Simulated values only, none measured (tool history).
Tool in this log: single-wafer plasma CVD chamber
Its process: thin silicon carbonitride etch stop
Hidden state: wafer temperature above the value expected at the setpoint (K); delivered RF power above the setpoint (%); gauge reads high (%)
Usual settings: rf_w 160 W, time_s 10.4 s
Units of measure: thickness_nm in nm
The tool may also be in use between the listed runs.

| run | hour | rf_w | time_s | wafers since the last listed run | hours since the last thermocouple change | hours since the last RF generator calibration | hours since the showerhead was replaced | hours since the gauge calibration | read-back reference wafer on the same gauge, thickness_nm | thickness_nm |
|---|---|---|---|---|---|---|---|---|---|---|
| 1 | 0 | 180 | 11.5 | 0 | 1042.3 | 1230.3 | 5435.9 | 327.3 | 6.297 | 5.953 |
| 2 | 54.5 | 170 | 9.6 | 2775 | 1096.8 | 1284.8 | 5490.4 | 381.8 | 6.301 | 4.909 |
| 3 | 109.4 | 170 | 9.6 | 2795 | 1151.7 | 1339.7 | 5545.3 | 436.7 | 6.3 | 4.872 |
| 4 | 317.7 | 160 | 10.4 | 10607 | 1360 | 1548 | 5753.6 | 645 | 6.302 | 5.132 |
| 5 | 405 | 160 | 10.4 | 4445 | 1447.3 | 1635.3 | 5840.9 | 732.3 | 6.299 | 5.147 |
| 6 | 492.6 | 160 | 10.4 | 4460 | 1534.9 | 1722.9 | 5928.5 | 819.9 | 6.298 | 5.12 |
|  | 678.7 | RF generator calibrated |
|  | 684.3 | thermocouple changed; heater temperature recalibrated |
| 7 | 765.7 | 180 | 10.4 | 13212 | 81.4 | 87 | 6201.6 | 1093 | 6.299 | 5.55 |
| 8 | 806.1 | 180 | 10.4 | 2057 | 121.8 | 127.4 | 6242 | 1133.4 | 6.312 | 5.488 |
| 9 | 892.6 | 180 | 10.4 | 4404 | 208.3 | 213.9 | 6328.5 | 1219.9 | 6.303 | 5.486 |
| 10 | 988.3 | 160 | 10.4 | 4873 | 304 | 309.6 | 6424.2 | 1315.6 | 6.304 | 5.24 |
|  | 990.8 | gauge calibrated |
| 11 | 1041 | 160 | 10.4 | 2683 | 356.7 | 362.3 | 6476.9 | 50.2 | 6.295 | 5.22 |
| 12 | 1093.9 | 160 | 10.4 | 2693 | 409.6 | 415.2 | 6529.8 | 103.1 | 6.304 | 5.169 |
| 13 | 1144.8 | 135 | 10.4 | 2592 | 460.5 | 466.1 | 6580.7 | 154 | 6.294 | 4.867 |
| 14 | 1223.4 | 150 | 10.4 | 4002 | 539.1 | 544.7 | 6659.3 | 232.6 | 6.303 | 5.075 |
| 15 | 1331.2 | 160 | 10.4 | 5489 | 646.9 | 652.5 | 6767.1 | 340.4 | 6.305 | 5.15 |
|  | 1379.6 | showerhead replaced |
| 16 | 1380.1 | 140 | 10.9 | 2082 | 695.8 | 701.4 | 0.5 | 389.3 | 6.303 | 5.165 |
| 17 | 1467.1 | 130 | 10.4 | 4430 | 782.8 | 788.4 | 87.5 | 476.3 | 6.312 | 4.702 |
| 18 | 1518.2 | 170 | 10.4 | 2602 | 833.9 | 839.5 | 138.6 | 527.4 | 6.304 | 5.271 |
| 19 | 1575.9 | 185 | 10.4 | 2938 | 891.6 | 897.2 | 196.3 | 585.1 | 6.3 | 5.447 |
| 20 | 1653.8 | 180 | 9 | 3966 | 969.5 | 975.1 | 274.2 | 663 | 6.29 | 4.631 |
| 21 | 1702 | 175 | 10.4 | 2454 | 1017.7 | 1023.3 | 322.4 | 711.2 | 6.301 | 5.287 |
| 22 | 1790.6 | 160 | 10.4 | 4511 | 1106.3 | 1111.9 | 411 | 799.8 | 6.303 | 5.131 |
| 23 | 1855.5 | 130 | 9.3 | 3304 | 1171.2 | 1176.8 | 475.9 | 864.7 | 6.304 | 4.213 |
| 24 | 1941.7 | 140 | 12.1 | 4389 | 1257.4 | 1263 | 562.1 | 950.9 | 6.301 | 5.673 |

Below are 4 alternative next runs, each starting from the tool's condition after run 24. Predict each:
| A | 1942.1 | 160 | 10.4 | 20 | 1257.8 | 1263.4 | 562.5 | 951.3 | ? | ? |
| B | 1942.1 | 170 | 11.3 | 20 | 1257.8 | 1263.4 | 562.5 | 951.3 | ? | ? |
| C | 1942.1 | 175 | 8.7 | 20 | 1257.8 | 1263.4 | 562.5 | 951.3 | ? | ? |
| D | 1942.1 | 135 | 9.3 | 20 | 1257.8 | 1263.4 | 562.5 | 951.3 | ? | ? |

| run | read-back reference wafer on the same gauge, thickness_nm | thickness_nm |
|---|---|---|
| A | 6.307 | 5.077 |
| B | 6.307 | 5.65 |
| C | 6.307 | 4.4 |
| D | 6.307 | 4.232 |
With the hidden condition removed and each run's random variation left untouched, the same runs would have given:
| run | thickness_nm |
|---|---|
| A | 5.241 |
| B | 5.833 |
| C | 4.542 |
| D | 4.369 |
